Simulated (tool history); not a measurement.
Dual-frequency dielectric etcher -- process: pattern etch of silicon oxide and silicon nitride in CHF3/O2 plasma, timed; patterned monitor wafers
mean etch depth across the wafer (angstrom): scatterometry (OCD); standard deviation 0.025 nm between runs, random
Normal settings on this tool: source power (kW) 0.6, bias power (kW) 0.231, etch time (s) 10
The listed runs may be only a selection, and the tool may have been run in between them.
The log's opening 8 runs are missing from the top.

run   hour  source power (kW)  bias power (kW)  etch time (s)  wafers since the last listed run  hours since the last wet clean  hours since the last source power generator calibration  hours since the last bias power generator calibration  hours since the last upper electrode change  hours since the gauge calibration  read-back reference wafer on the same gauge, depth_nm  mean etch depth across the wafer (angstrom)
  9  220.3                0.6            0.231             10                               365                           100.5                                                   3277.8                                                 3185.5                                       4084.3                              907.2                                                  19.89                                        173.3
 10  234.9                0.6            0.231             10                               258                           115.1                                                   3292.4                                                 3200.1                                       4098.9                              921.8                                                  19.91                                        173.2
 11  265.7                0.6            0.231             10                               546                           145.9                                                   3323.2                                                 3230.9                                       4129.7                              952.6                                                  19.91                                          173
     271.5  -- gauge calibrated
     293.3  -- source power generator calibrated
 12  299.3                0.6            0.231             10                               524                           179.5                                                        6                                                 3264.5                                       4163.3                               27.8                                                  19.88                                        169.6
 13  323.1                0.6            0.231             10                               421                           203.3                                                     29.8                                                 3288.3                                       4187.1                               51.6                                                  19.89                                          169
     360.3  -- bias power generator calibrated
 14  360.8                0.6            0.231             10                               597                             241                                                     67.5                                                    0.5                                       4224.8                               89.3                                                  19.92                                        167.6
 15  388.7                0.6            0.231             10                               494                           268.9                                                     95.4                                                   28.4                                       4252.7                              117.2                                                   19.9                                        167.5
 16  413.7                0.6            0.181           12.5                               443                           293.9                                                    120.4                                                   53.4                                       4277.7                              142.2                                                  19.91                                        189.6
 17  488.5               0.55            0.231             10                              1326                           368.7                                                    195.2                                                  128.2                                       4352.5                                217                                                  19.89                                        161.3
 18  516.8               0.75            0.262             10                               501                             397                                                    223.5                                                  156.5                                       4380.8                              245.3                                                  19.89                                        194.3
 19  534.3                0.6            0.181           12.5                               310                           414.5                                                      241                                                    174                                       4398.3                              262.8                                                  19.89                                        190.3
       580  -- wet clean of the chamber
 20  580.7               0.56            0.231             11                               397                             0.7                                                    287.4                                                  220.4                                       4444.7                              309.2                                                   19.9                                        178.7
 21  594.6               0.66            0.266              8                               246                            14.6                                                    301.3                                                  234.3                                       4458.6                              323.1                                                   19.9                                        147.9
 22  617.2                0.5            0.231             10                               400                            37.2                                                    323.9                                                  256.9                                       4481.2                              345.7                                                   19.9                                        154.3
     643.3  -- upper electrode replaced
 23  708.3                0.6            0.194             10                              1189                           128.3                                                      415                                                    348                                           65                              436.8                                                  19.91                                        156.2
 24  740.3                0.6            0.181            7.5                               567                           160.3                                                      447                                                    380                                           97                              468.8                                                  19.89                                        114.1
 25  755.9                0.6            0.231             10                               276                           175.9                                                    462.6                                                  395.6                                        112.6                              484.4                                                   19.9                                        167.4
 26  784.6               0.74            0.231             10                               508                           204.6                                                    491.3                                                  424.3                                        141.3                              513.1                                                   19.9                                          184
 27  818.2               0.46            0.188              7                               595                           238.2                                                    524.9                                                  457.9                                        174.9                              546.7                                                   19.9                                         95.9

The next listed run, before its measurement:
 28  835.1               0.54            0.179              8                               299                           255.1                                                    541.8                                                  474.8                                        191.8                              563.6                                                      ?                                            ?

read-back reference wafer on the same gauge, depth_nm: 19.91
mean etch depth across the wafer (angstrom): 115.3
With the hidden condition absent and the run-to-run variation left alone, this run would have shown mean etch depth across the wafer (angstrom) 114.2.
